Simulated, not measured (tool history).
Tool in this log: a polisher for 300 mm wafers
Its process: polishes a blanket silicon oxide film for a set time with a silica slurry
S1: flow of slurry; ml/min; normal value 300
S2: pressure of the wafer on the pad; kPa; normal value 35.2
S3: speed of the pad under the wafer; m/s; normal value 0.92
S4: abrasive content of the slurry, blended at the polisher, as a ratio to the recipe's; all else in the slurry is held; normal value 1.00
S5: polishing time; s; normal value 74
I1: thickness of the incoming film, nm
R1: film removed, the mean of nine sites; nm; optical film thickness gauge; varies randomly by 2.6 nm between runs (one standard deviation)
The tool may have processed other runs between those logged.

Run 1, hour 0.0: usual settings; I1 1653.5. Result: R1 241.8 nm.
At hour 20.1: worn pad replaced by a new one.
Run 2, hour 52.5: usual settings; I1 1646.5. Result: R1 238.5 nm.
At hour 97.5: slurry blender recalibrated.
Run 3, hour 102.8: usual settings; I1 1646.4. Result: R1 234.1 nm.
At hour 129.3: slurry nozzle cleaned.
Run 4, hour 163.1: usual settings; I1 1641.3. Result: R1 254.9 nm.
At hour 203.0: worn pad replaced by a new one.
Run 5, hour 227.7: usual settings; I1 1621.7. Result: R1 255.5 nm.
Run 6, hour 261.0: usual settings; I1 1625.3. Result: R1 250.4 nm.
Run 7, hour 292.3: usual settings; I1 1635.3. Result: R1 251.7 nm.
At hour 330.5: slurry blender recalibrated.
Run 8, hour 332.5: usual settings; I1 1638.1. Result: R1 254.8 nm.
Run 9, hour 362.4: usual settings; I1 1632.0. Result: R1 250.2 nm.
Run 10, hour 423.6: usual settings but S3 1.10 m/s; I1 1629.9. Result: R1 289.7 nm.
At hour 427.4: conditioning disc replaced and pad reconditioned.
At hour 444.3: worn pad replaced by a new one.
Run 11, hour 452.2: usual settings but S3 1.10 m/s; I1 1650.7. Result: R1 284.6 nm.
Run 12, hour 522.4: usual settings but S1 270 ml/min, S2 25.5 kPa, S3 0.68 m/s, S5 100 s; I1 1667.9. Result: R1 192.4 nm.
At hour 537.0: slurry blender recalibrated.
Run 13, hour 560.6: usual settings; I1 1669.6. Result: R1 248.6 nm.
At hour 564.0: head pressure recalibrated.
Run 14, hour 615.4: usual settings; I1 1649.4. Result: R1 249.0 nm.
Run 15, hour 652.6: usual settings but S4 1.15, S5 92 s; I1 1620.0. Result: R1 336.8 nm.
At hour 678.1: worn pad replaced by a new one.
Run 16, hour 711.7: usual settings but S3 0.68 m/s, S5 54 s; I1 1619.7. Result: R1 140.5 nm.
At hour 737.6: slurry blender recalibrated.
Run 17, hour 779.0: usual settings but S1 265 ml/min, S5 83 s; I1 1674.0. Result: R1 273.0 nm.
Run 18, hour 803.6: usual settings but S3 0.66 m/s, S4 1.10, S5 50 s; I1 1642.7. Result: R1 134.3 nm.
At hour 843.2: slurry nozzle cleaned.
Run 19, hour 856.6: usual settings but S2 26.9 kPa; I1 1612.0. Result: R1 197.8 nm.
At hour 863.5: worn pad replaced by a new one.
Run 20, hour 912.9: usual settings but S3 0.72 m/s, S4 0.75; I1 1646.5. Result: R1 157.3 nm.
At hour 931.5: slurry blender recalibrated.
Run 21, hour 964.8: usual settings but S1 375 ml/min, S2 44.1 kPa, S3 1.12 m/s, S4 1.10; I1 1625.4. Result: R1 399.6 nm.
Run 22, hour 1015.4: usual settings; I1 1644.7. Result: R1 256.2 nm.
At hour 1062.6: conditioning disc replaced and pad reconditioned.
At hour 1063.2: worn pad replaced by a new one.
Run 23, hour 1072.3: usual settings but S1 225 ml/min, S2 28.3 kPa, S4 0.90, S5 48 s; I1 1636.3. Result: R1 118.2 nm.

4 ways to go on from here, each from the tool as it stands after run 23. What would each give?
Run A, hour 1072.8: usual settings but S2 26.2 kPa; I1 1643.0. Result: R1 ?.
Run B, hour 1072.8: usual settings but S2 44.8 kPa, S3 1.10 m/s; I1 1643.0. Result: R1 ?.
Run C, hour 1072.8: usual settings but S5 94 s; I1 1643.0. Result: R1 ?.
Run D, hour 1072.8: usual settings but S1 390 ml/min, S4 0.90, S5 93 s; I1 1643.0. Result: R1 ?.

run     R1
  A  187.8
  B  370.5
  C  320.1
  D  296.1
The same runs, with their run-to-run variation unchanged, on a tool lacking any hidden condition would have given:
run     R1
  A  188.4
  B  371.8
  C  321.2
  D  297.0
